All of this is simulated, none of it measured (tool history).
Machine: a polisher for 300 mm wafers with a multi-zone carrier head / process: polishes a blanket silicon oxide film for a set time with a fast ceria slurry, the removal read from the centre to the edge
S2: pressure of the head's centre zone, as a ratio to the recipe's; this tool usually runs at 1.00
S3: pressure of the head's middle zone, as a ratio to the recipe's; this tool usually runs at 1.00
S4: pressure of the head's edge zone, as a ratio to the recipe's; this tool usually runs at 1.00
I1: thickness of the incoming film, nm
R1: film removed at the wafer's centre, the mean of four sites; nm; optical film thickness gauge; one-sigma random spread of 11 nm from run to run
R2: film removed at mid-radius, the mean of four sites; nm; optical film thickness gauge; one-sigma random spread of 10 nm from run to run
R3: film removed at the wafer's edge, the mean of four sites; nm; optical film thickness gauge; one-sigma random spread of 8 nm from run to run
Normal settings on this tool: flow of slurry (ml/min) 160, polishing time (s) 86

{"run": 1, "hour": 0.0, "flow of slurry (ml/min)": 160, "S2": 1.0, "S3": 1.03, "S4": 1.0, "polishing time (s)": 86, "I1": 3416.7, "R1": 900.9, "R2": 925.9, "R3": 889.3}
{"hour": 22.4, "done": "slurry nozzle cleaned"}
{"run": 2, "hour": 34.0, "flow of slurry (ml/min)": 160, "S2": 1.0, "S3": 1.03, "S4": 1.0, "polishing time (s)": 86, "I1": 3443.7, "R1": 968.6, "R2": 978.0, "R3": 952.6}
{"run": 3, "hour": 71.2, "flow of slurry (ml/min)": 160, "S2": 1.0, "S3": 1.03, "S4": 1.0, "polishing time (s)": 86, "I1": 3446.7, "R1": 967.0, "R2": 984.1, "R3": 952.5}
{"run": 4, "hour": 101.2, "flow of slurry (ml/min)": 160, "S2": 1.0, "S3": 1.0, "S4": 1.0, "polishing time (s)": 86, "I1": 3389.2, "R1": 961.1, "R2": 957.2, "R3": 937.9}
{"run": 5, "hour": 162.9, "flow of slurry (ml/min)": 160, "S2": 1.0, "S3": 1.0, "S4": 1.0, "polishing time (s)": 86, "I1": 3418.6, "R1": 955.2, "R2": 923.5, "R3": 949.3}
{"run": 6, "hour": 189.0, "flow of slurry (ml/min)": 160, "S2": 1.0, "S3": 1.0, "S4": 1.0, "polishing time (s)": 86, "I1": 3457.3, "R1": 947.2, "R2": 945.5, "R3": 948.9}
{"hour": 236.8, "done": "centre zone pressure recalibrated"}
{"hour": 248.7, "done": "worn pad replaced by a new one"}
{"run": 7, "hour": 253.0, "flow of slurry (ml/min)": 160, "S2": 1.06, "S3": 1.0, "S4": 1.0, "polishing time (s)": 75, "I1": 3431.1, "R1": 863.5, "R2": 815.4, "R3": 816.7}
{"hour": 259.7, "done": "carrier head's membrane replaced by a new one"}
{"hour": 284.8, "done": "edge zone pressure recalibrated"}
{"run": 8, "hour": 322.3, "flow of slurry (ml/min)": 160, "S2": 1.0, "S3": 1.0, "S4": 1.0, "polishing time (s)": 86, "I1": 3432.2, "R1": 927.1, "R2": 938.3, "R3": 948.9}
{"run": 9, "hour": 388.7, "flow of slurry (ml/min)": 125, "S2": 1.0, "S3": 1.07, "S4": 1.1, "polishing time (s)": 76, "I1": 3435.6, "R1": 751.9, "R2": 789.7, "R3": 817.5}
{"run": 10, "hour": 416.0, "flow of slurry (ml/min)": 160, "S2": 1.0, "S3": 1.0, "S4": 1.0, "polishing time (s)": 105, "I1": 3389.4, "R1": 1114.4, "R2": 1105.8, "R3": 1146.8}
{"run": 11, "hour": 457.5, "flow of slurry (ml/min)": 160, "S2": 1.0, "S3": 1.0, "S4": 1.0, "polishing time (s)": 86, "I1": 3416.6, "R1": 916.4, "R2": 917.7, "R3": 918.1}
{"run": 12, "hour": 482.7, "flow of slurry (ml/min)": 160, "S2": 1.0, "S3": 0.95, "S4": 1.0, "polishing time (s)": 86, "I1": 3344.4, "R1": 917.0, "R2": 862.4, "R3": 923.2}
{"hour": 559.3, "done": "slurry nozzle cleaned"}
{"hour": 591.6, "done": "worn pad replaced by a new one"}
{"run": 13, "hour": 597.7, "flow of slurry (ml/min)": 185, "S2": 0.9, "S3": 1.0, "S4": 1.0, "polishing time (s)": 86, "I1": 3461.0, "R1": 892.7, "R2": 993.2, "R3": 975.0}
{"run": 14, "hour": 643.8, "flow of slurry (ml/min)": 180, "S2": 1.12, "S3": 1.07, "S4": 1.06, "polishing time (s)": 86, "I1": 3435.9, "R1": 1110.9, "R2": 1019.5, "R3": 977.4}
{"run": 15, "hour": 672.1, "flow of slurry (ml/min)": 190, "S2": 1.11, "S3": 0.89, "S4": 1.0, "polishing time (s)": 68, "I1": 3437.0, "R1": 868.1, "R2": 686.1, "R3": 768.9}
{"run": 16, "hour": 736.0, "flow of slurry (ml/min)": 160, "S2": 1.09, "S3": 1.09, "S4": 1.0, "polishing time (s)": 86, "I1": 3408.4, "R1": 1036.2, "R2": 1013.0, "R3": 937.8}
{"run": 17, "hour": 795.4, "flow of slurry (ml/min)": 160, "S2": 1.0, "S3": 1.0, "S4": 1.0, "polishing time (s)": 86, "I1": 3381.3, "R1": 956.0, "R2": 961.2, "R3": 945.7}
{"hour": 844.8, "done": "edge zone pressure recalibrated"}
{"run": 18, "hour": 855.1, "flow of slurry (ml/min)": 140, "S2": 1.05, "S3": 1.0, "S4": 1.0, "polishing time (s)": 86, "I1": 3437.1, "R1": 967.6, "R2": 901.9, "R3": 910.7}
{"hour": 903.1, "done": "worn pad replaced by a new one"}
{"run": 19, "hour": 906.8, "flow of slurry (ml/min)": 160, "S2": 1.0, "S3": 0.88, "S4": 1.0, "polishing time (s)": 86, "I1": 3440.1, "R1": 921.5, "R2": 835.2, "R3": 933.3}
{"run": 20, "hour": 943.7, "flow of slurry (ml/min)": 160, "S2": 0.89, "S3": 1.0, "S4": 1.0, "polishing time (s)": 86, "I1": 3422.8, "R1": 825.3, "R2": 903.2, "R3": 916.4}
{"run": 21, "hour": 1000.5, "flow of slurry (ml/min)": 160, "S2": 1.0, "S3": 1.0, "S4": 0.96, "polishing time (s)": 86, "I1": 3465.1, "R1": 913.5, "R2": 893.8, "R3": 908.7}

Consider 5 possible next runs. They are alternatives, not a sequence: every one starts from the tool as it was left by run 21. What does each give?
{"run": "A", "hour": 1001.0, "flow of slurry (ml/min)": 160, "S2": 1.0, "S3": 1.0, "S4": 1.0, "polishing time (s)": 86, "I1": 3349.2, "R1": "?", "R2": "?", "R3": "?"}
{"run": "B", "hour": 1001.0, "flow of slurry (ml/min)": 160, "S2": 1.0, "S3": 1.11, "S4": 1.0, "polishing time (s)": 86, "I1": 3349.2, "R1": "?", "R2": "?", "R3": "?"}
{"run": "C", "hour": 1001.0, "flow of slurry (ml/min)": 200, "S2": 1.05, "S3": 1.0, "S4": 1.0, "polishing time (s)": 86, "I1": 3349.2, "R1": "?", "R2": "?", "R3": "?"}
{"run": "D", "hour": 1001.0, "flow of slurry (ml/min)": 160, "S2": 0.88, "S3": 0.88, "S4": 1.0, "polishing time (s)": 86, "I1": 3349.2, "R1": "?", "R2": "?", "R3": "?"}
{"run": "E", "hour": 1001.0, "flow of slurry (ml/min)": 160, "S2": 1.0, "S3": 0.97, "S4": 1.0, "polishing time (s)": 86, "I1": 3349.2, "R1": "?", "R2": "?", "R3": "?"}

run=A R1=917.1 R2=900.0 R3=920.0
run=B R1=917.8 R2=983.6 R3=918.7
run=C R1=1017.1 R2=944.1 R3=952.2
run=D R1=806.1 R2=809.3 R3=921.5
run=E R1=916.9 R2=877.2 R3=920.4
Without the tool's hidden state the same runs would have given:
run=A R1=965.0 R2=941.2 R3=950.0
run=B R1=965.7 R2=1028.6 R3=948.6
run=C R1=1058.5 R2=978.2 R3=977.4
run=D R1=848.1 R2=846.4 R3=951.5
run=E R1=964.8 R2=917.4 R3=950.4
